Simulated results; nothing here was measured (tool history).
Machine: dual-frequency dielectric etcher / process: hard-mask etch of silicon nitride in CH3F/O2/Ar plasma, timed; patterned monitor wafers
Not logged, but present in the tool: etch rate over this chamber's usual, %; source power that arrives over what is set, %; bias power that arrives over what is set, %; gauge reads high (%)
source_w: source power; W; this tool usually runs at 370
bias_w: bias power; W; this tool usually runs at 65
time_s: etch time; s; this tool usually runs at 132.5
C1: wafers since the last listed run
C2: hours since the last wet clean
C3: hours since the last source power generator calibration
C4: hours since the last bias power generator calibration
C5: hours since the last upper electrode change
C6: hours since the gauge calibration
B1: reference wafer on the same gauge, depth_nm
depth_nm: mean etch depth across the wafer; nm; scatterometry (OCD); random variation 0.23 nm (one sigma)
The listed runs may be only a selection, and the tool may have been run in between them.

run 1 hour=0.0 | source_w=370 bias_w=65 time_s=113.0 | C1=0 C2=429.2 C3=3864.8 C4=2181.4 C5=4700.1 C6=222.5 | B1=76.1 | depth_nm=71.9
run 2 hour=29.8 | source_w=370 bias_w=65 time_s=113.0 | C1=245 C2=459.0 C3=3894.6 C4=2211.2 C5=4729.9 C6=252.3 | B1=76.1 | depth_nm=71.6
run 3 hour=57.8 | source_w=370 bias_w=65 time_s=113.0 | C1=230 C2=487.0 C3=3922.6 C4=2239.2 C5=4757.9 C6=280.3 | B1=76.1 | depth_nm=71.4
run 4 hour=87.9 | source_w=320 bias_w=71 time_s=132.5 | C1=247 C2=517.1 C3=3952.7 C4=2269.3 C5=4788.0 C6=310.4 | B1=76.1 | depth_nm=80.7
run 5 hour=104.9 | source_w=320 bias_w=71 time_s=132.5 | C1=139 C2=534.1 C3=3969.7 C4=2286.3 C5=4805.0 C6=327.4 | B1=76.0 | depth_nm=80.8
run 6 hour=121.4 | source_w=320 bias_w=71 time_s=132.5 | C1=135 C2=550.6 C3=3986.2 C4=2302.8 C5=4821.5 C6=343.9 | B1=76.1 | depth_nm=80.6
run 7 hour=135.9 | source_w=420 bias_w=65 time_s=132.5 | C1=119 C2=565.1 C3=4000.7 C4=2317.3 C5=4836.0 C6=358.4 | B1=76.0 | depth_nm=89.1
-- hour=164.6 upper electrode replaced
-- hour=178.1 gauge calibrated
-- hour=178.3 bias power generator calibrated
-- hour=190.1 wet clean of the chamber
run 8 hour=190.6 | source_w=420 bias_w=65 time_s=132.5 | C1=123 C2=0.5 C3=4055.4 C4=12.3 C5=26.0 C6=12.5 | B1=76.1 | depth_nm=86.8
run 9 hour=190.9 | source_w=420 bias_w=65 time_s=132.5 | C1=2 C2=0.8 C3=4055.7 C4=12.6 C5=26.3 C6=12.8 | B1=76.1 | depth_nm=86.8
run 10 hour=207.3 | source_w=370 bias_w=53 time_s=132.5 | C1=134 C2=17.2 C3=4072.1 C4=29.0 C5=42.7 C6=29.2 | B1=76.2 | depth_nm=72.9
-- hour=226.2 source power generator calibrated
-- hour=244.6 wet clean of the chamber, repeated, since the last time left the tool worse
run 11 hour=245.1 | source_w=460 bias_w=79 time_s=132.5 | C1=126 C2=0.5 C3=18.9 C4=66.8 C5=80.5 C6=67.0 | B1=76.1 | depth_nm=106.6
run 12 hour=245.5 | source_w=340 bias_w=65 time_s=132.5 | C1=3 C2=0.9 C3=19.3 C4=67.2 C5=80.9 C6=67.4 | B1=76.2 | depth_nm=82.9
run 13 hour=261.1 | source_w=330 bias_w=76 time_s=162.5 | C1=128 C2=16.5 C3=34.9 C4=82.8 C5=96.5 C6=83.0 | B1=76.1 | depth_nm=108.4
run 14 hour=294.7 | source_w=370 bias_w=75 time_s=156.0 | C1=276 C2=50.1 C3=68.5 C4=116.4 C5=130.1 C6=116.6 | B1=76.1 | depth_nm=110.0
run 15 hour=322.6 | source_w=300 bias_w=65 time_s=132.5 | C1=229 C2=78.0 C3=96.4 C4=144.3 C5=158.0 C6=144.5 | B1=76.0 | depth_nm=76.7
run 16 hour=335.6 | source_w=370 bias_w=65 time_s=132.5 | C1=106 C2=91.0 C3=109.4 C4=157.3 C5=171.0 C6=157.5 | B1=76.1 | depth_nm=86.2
run 17 hour=356.2 | source_w=330 bias_w=54 time_s=132.5 | C1=169 C2=111.6 C3=130.0 C4=177.9 C5=191.6 C6=178.1 | B1=76.1 | depth_nm=73.2
run 18 hour=378.3 | source_w=370 bias_w=71 time_s=132.5 | C1=181 C2=133.7 C3=152.1 C4=200.0 C5=213.7 C6=200.2 | B1=76.1 | depth_nm=89.9

Each row is a separate what-if for the run after 18, all from the same tool condition, not one after another. Results?
run A hour=378.8 | source_w=370 bias_w=65 time_s=132.5 | C1=4 C2=134.2 C3=152.6 C4=200.5 C5=214.2 C6=200.7 | B1=? | depth_nm=?
run B hour=378.8 | source_w=420 bias_w=58 time_s=132.5 | C1=4 C2=134.2 C3=152.6 C4=200.5 C5=214.2 C6=200.7 | B1=? | depth_nm=?
run C hour=378.8 | source_w=370 bias_w=73 time_s=132.5 | C1=4 C2=134.2 C3=152.6 C4=200.5 C5=214.2 C6=200.7 | B1=? | depth_nm=?

run=A B1=76.1 depth_nm=86.1
run=B B1=76.1 depth_nm=86.7
run=C B1=76.1 depth_nm=91.3
Take away the tool's hidden state, keep each run's random variation, and the runs would have read:
run=A depth_nm=86.5
run=B depth_nm=87.2
run=C depth_nm=91.8
